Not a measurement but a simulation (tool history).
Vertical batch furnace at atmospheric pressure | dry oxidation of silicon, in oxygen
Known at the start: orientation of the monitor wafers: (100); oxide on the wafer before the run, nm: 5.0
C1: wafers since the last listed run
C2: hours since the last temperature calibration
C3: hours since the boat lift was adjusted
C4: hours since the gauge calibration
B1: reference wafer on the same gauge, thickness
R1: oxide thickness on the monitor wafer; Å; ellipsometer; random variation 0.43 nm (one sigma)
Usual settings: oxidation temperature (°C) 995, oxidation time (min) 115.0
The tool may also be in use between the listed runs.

Run 1, hour 0.0: usual settings; C1 0; C2 1667.7; C3 1924.9; C4 638.1; B1 88.11. Result: R1 821.3 Å.
Run 2, hour 95.8: usual settings but oxidation temperature (°C) 1005; C1 1303; C2 1763.5; C3 2020.7; C4 733.9; B1 88.08. Result: R1 896.3 Å.
Run 3, hour 162.8: usual settings but oxidation temperature (°C) 1005; C1 911; C2 1830.5; C3 2087.7; C4 800.9; B1 87.83. Result: R1 895.1 Å.
Run 4, hour 244.2: usual settings; C1 1107; C2 1911.9; C3 2169.1; C4 882.3; B1 87.68. Result: R1 821.6 Å.
Run 5, hour 313.7: usual settings; C1 945; C2 1981.4; C3 2238.6; C4 951.8; B1 87.89. Result: R1 819.6 Å.
Run 6, hour 418.8: usual settings; C1 1429; C2 2086.5; C3 2343.7; C4 1056.9; B1 87.89. Result: R1 816.0 Å.
Run 7, hour 506.4: usual settings; C1 1191; C2 2174.1; C3 2431.3; C4 1144.5; B1 87.79. Result: R1 825.3 Å.
Run 8, hour 552.4: usual settings but oxidation time (min) 154.0; C1 625; C2 2220.1; C3 2477.3; C4 1190.5; B1 87.65. Result: R1 983.5 Å.
Run 9, hour 640.5: usual settings but oxidation time (min) 154.0; C1 1198; C2 2308.2; C3 2565.4; C4 1278.6; B1 87.59. Result: R1 1006.4 Å.
Run 10, hour 962.4: usual settings but oxidation time (min) 154.0; C1 4378; C2 2630.1; C3 2887.3; C4 1600.5; B1 87.53. Result: R1 1002.0 Å.
Run 11, hour 1018.2: usual settings but oxidation time (min) 129.0; C1 758; C2 2685.9; C3 2943.1; C4 1656.3; B1 87.88. Result: R1 890.2 Å.
Run 12, hour 1092.8: usual settings but oxidation time (min) 129.0; C1 1014; C2 2760.5; C3 3017.7; C4 1730.9; B1 87.64. Result: R1 883.8 Å.
Run 13, hour 1155.4: usual settings; C1 851; C2 2823.1; C3 3080.3; C4 1793.5; B1 87.83. Result: R1 820.7 Å.
Run 14, hour 1227.5: usual settings but oxidation temperature (°C) 979; C1 980; C2 2895.2; C3 3152.4; C4 1865.6; B1 87.90. Result: R1 701.0 Å.
Run 15, hour 1332.0: usual settings but oxidation temperature (°C) 978; C1 1421; C2 2999.7; C3 3256.9; C4 1970.1; B1 87.67. Result: R1 705.0 Å.
Run 16, hour 1401.5: usual settings but oxidation temperature (°C) 1014, oxidation time (min) 86.0; C1 945; C2 3069.2; C3 3326.4; C4 2039.6; B1 87.72. Result: R1 804.9 Å.
Run 17, hour 1465.8: usual settings but oxidation temperature (°C) 1007, oxidation time (min) 94.0; C1 874; C2 3133.5; C3 3390.7; C4 2103.9; B1 87.72. Result: R1 807.9 Å.
Run 18, hour 1551.3: usual settings; C1 1162; C2 3219.0; C3 3476.2; C4 2189.4; B1 87.85. Result: R1 820.7 Å.
At hour 1629.6: thermocouples replaced and temperature profile calibrated.
Run 19, hour 1638.5: usual settings but oxidation temperature (°C) 1016, oxidation time (min) 89.0; C1 859; C2 8.9; C3 3563.4; C4 2276.6; B1 87.72. Result: R1 864.9 Å.
At hour 1653.9: gauge calibrated.
Run 20, hour 1745.7: usual settings; C1 1458; C2 116.1; C3 3670.6; C4 91.8; B1 87.85. Result: R1 841.7 Å.
Run 21, hour 1800.6: usual settings; C1 746; C2 171.0; C3 3725.5; C4 146.7; B1 87.74. Result: R1 847.8 Å.
Run 22, hour 1855.4: usual settings but oxidation temperature (°C) 1011; C1 745; C2 225.8; C3 3780.3; C4 201.5; B1 87.84. Result: R1 984.3 Å.
At hour 1899.2: boat lift adjusted.
Run 23, hour 1923.7: usual settings but oxidation time (min) 94.0; C1 602; C2 294.1; C3 24.5; C4 269.8; B1 87.66. Result: R1 735.6 Å.
Run 24, hour 1976.0: usual settings but oxidation temperature (°C) 1016, oxidation time (min) 142.5; C1 711; C2 346.4; C3 76.8; C4 322.1; B1 87.69. Result: R1 1181.8 Å.
Run 25, hour 2037.8: usual settings but oxidation temperature (°C) 1017, oxidation time (min) 171.5; C1 840; C2 408.2; C3 138.6; C4 383.9; B1 88.02. Result: R1 1353.3 Å.
Run 26, hour 2116.5: usual settings but oxidation temperature (°C) 1002, oxidation time (min) 64.0; C1 1070; C2 486.9; C3 217.3; C4 462.6; B1 87.86. Result: R1 611.2 Å.
At hour 2221.6: thermocouples replaced and temperature profile calibrated, repeated, since the last time left the tool worse.
Run 27, hour 2222.1: usual settings but oxidation temperature (°C) 1015, oxidation time (min) 58.0; C1 1109; C2 0.5; C3 322.9; C4 568.2; B1 87.62. Result: R1 607.9 Å.
Run 28, hour 2298.5: usual settings but oxidation time (min) 62.5; C1 1039; C2 76.9; C3 399.3; C4 644.6; B1 87.95. Result: R1 535.0 Å.
Run 29, hour 2387.3: usual settings but oxidation temperature (°C) 1018, oxidation time (min) 145.5; C1 1207; C2 165.7; C3 488.1; C4 733.4; B1 87.78. Result: R1 1162.1 Å.
Run 30, hour 2481.9: usual settings but oxidation temperature (°C) 1017, oxidation time (min) 155.5; C1 1286; C2 260.3; C3 582.7; C4 828.0; B1 88.14. Result: R1 1208.0 Å.

The tool's hidden state at each run:
monitor wafer colder than the profiled boat position, K: 0 in every run
gauge reads high (%): 0 in every run
H1: true tube temperature minus thermocouple reading, K
run     H1
  1   2.38
  2   2.43
  3   2.47
  4   2.51
  5   2.54
  6   2.59
  7   2.62
  8   2.64
  9   2.67
 10   2.77
 11   2.78
 12    2.8
 13   2.82
 14   2.83
 15   2.85
 16   2.87
 17   2.88
 18   2.89
 19   5.37
 20   5.63
 21   5.75
 22   5.87
 23   6.01
 24   6.11
 25   6.22
 26   6.35
 27   0.14
 28  0.326
 29  0.527
 30  0.726
